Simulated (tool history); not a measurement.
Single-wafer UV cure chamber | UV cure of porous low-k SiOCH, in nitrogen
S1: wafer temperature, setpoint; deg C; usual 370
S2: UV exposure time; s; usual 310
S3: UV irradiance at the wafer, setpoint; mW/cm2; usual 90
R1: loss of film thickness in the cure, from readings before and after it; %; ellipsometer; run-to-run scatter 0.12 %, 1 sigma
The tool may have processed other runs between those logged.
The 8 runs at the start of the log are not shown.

run   hour   S1   S2   S3      R1
  9  306.6  370  310  102  12.949
 10  327.6  370  310   90  12.153
     342.3  -- UV bulbs replaced
 11  352.1  370  310   90  11.878
 12  365.1  370  310   90  11.772
 13  420.5  370  365   90  12.751
 14  437.0  370  310   90  11.897
 15  466.9  370  450   90  13.568
 16  486.5  370  385  117  13.937
 17  515.3  388  425  125  15.510
 18  545.5  370  415   90  13.182
 19  561.2  351  310   90  11.435
 20  591.5  370  235   90  10.435
 21  622.0  375  310   90  11.662
     642.7  -- quartz window cleaned
 22  643.2  370  150   80   8.913
 23  650.2  370  310   90  12.575
 24  666.3  370  485  130  16.681
 25  706.2  370  470   90  14.281
 26  720.5  382  310   90  12.677
 27  752.4  355  470   57  11.712
 28  770.4  370  480   65  12.643
 29  782.5  370  310  114  13.469
 30  816.7  378  310   90  12.342
 31  835.5  370  310   90  11.882

Consider 3 possible next runs. They are alternatives, not a sequence: every one starts from the tool as it was left by run 31. What does each give?
  A  836.0  370  310   90   ?
  B  836.0  389  455  118   ?
  C  836.0  370  310  110   ?

run      R1
  A  12.282
  B  15.943
  C  13.263
Without the tool's unlogged condition, the same runs would have read:
run      R1
  A  13.075
  B  16.778
  C  14.072

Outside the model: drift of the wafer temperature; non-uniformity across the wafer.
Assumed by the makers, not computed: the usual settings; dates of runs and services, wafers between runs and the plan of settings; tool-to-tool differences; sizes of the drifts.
